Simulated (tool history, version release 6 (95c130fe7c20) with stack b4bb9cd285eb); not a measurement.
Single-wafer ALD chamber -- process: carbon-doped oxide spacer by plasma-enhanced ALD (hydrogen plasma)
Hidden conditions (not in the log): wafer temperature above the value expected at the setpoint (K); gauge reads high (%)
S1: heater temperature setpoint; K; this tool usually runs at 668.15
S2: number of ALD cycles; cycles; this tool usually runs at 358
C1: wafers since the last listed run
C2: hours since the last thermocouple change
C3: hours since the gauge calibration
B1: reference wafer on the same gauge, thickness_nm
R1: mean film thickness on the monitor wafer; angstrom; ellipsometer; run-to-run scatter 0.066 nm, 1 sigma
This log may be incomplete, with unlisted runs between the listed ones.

| run | day | S1 | S2 | C1 | C2 | C3 | B1 | R1 |
|---|---|---|---|---|---|---|---|---|
| 1 | 0 | 668.15 | 409 | 0 | 2882.7 | 77.3 | 15.412 | 196.08 |
| 2 | 0.496 | 668.15 | 409 | 10 | 2894.6 | 89.2 | 15.402 | 197 |
| 3 | 0.908 | 668.15 | 409 | 8 | 2904.5 | 99.1 | 15.4 | 195.07 |
| 4 | 1.367 | 668.15 | 358 | 9 | 2915.5 | 110.1 | 15.406 | 170.82 |
| 5 | 2.067 | 668.15 | 358 | 15 | 2932.3 | 126.9 | 15.391 | 172.36 |
| 6 | 2.533 | 668.15 | 358 | 10 | 2943.5 | 138.1 | 15.423 | 172.05 |
| 7 | 3.196 | 668.15 | 358 | 14 | 2959.4 | 154 | 15.413 | 171.8 |
| 8 | 3.754 | 668.15 | 381 | 12 | 2972.8 | 167.4 | 15.398 | 181.82 |
| 9 | 4.412 | 668.15 | 381 | 14 | 2988.6 | 183.2 | 15.402 | 181.81 |
|  | 4.604 | gauge calibrated |
| 10 | 4.95 | 668.15 | 358 | 11 | 3001.5 | 8.3 | 15.43 | 171.59 |
| 11 | 5.229 | 668.15 | 424 | 6 | 3008.2 | 15 | 15.395 | 204.07 |
| 12 | 5.683 | 668.15 | 358 | 9 | 3019.1 | 25.9 | 15.386 | 172.06 |
|  | 6.375 | thermocouple changed; heater temperature recalibrated |
| 13 | 6.396 | 668.15 | 358 | 8 | 0.5 | 43 | 15.383 | 171.83 |
| 14 | 6.842 | 661.15 | 358 | 9 | 11.2 | 53.7 | 15.391 | 171.45 |
| 15 | 7.154 | 664.15 | 429 | 6 | 18.7 | 61.2 | 15.424 | 205.38 |
| 16 | 7.779 | 668.15 | 358 | 13 | 33.7 | 76.2 | 15.386 | 171.72 |
| 17 | 8.362 | 655.15 | 320 | 12 | 47.7 | 90.2 | 15.411 | 152.72 |
| 18 | 8.946 | 682.15 | 313 | 12 | 61.7 | 104.2 | 15.388 | 145.69 |

Predict the results of run 19:
| 19 | 9.425 | 655.15 | 320 | 10 | 73.2 | 115.7 | ? | ? |

B1: 15.398
R1: 152.85 angstrom
With the hidden condition absent and the run-to-run variation left alone, this run would have shown R1 152.85 angstrom.

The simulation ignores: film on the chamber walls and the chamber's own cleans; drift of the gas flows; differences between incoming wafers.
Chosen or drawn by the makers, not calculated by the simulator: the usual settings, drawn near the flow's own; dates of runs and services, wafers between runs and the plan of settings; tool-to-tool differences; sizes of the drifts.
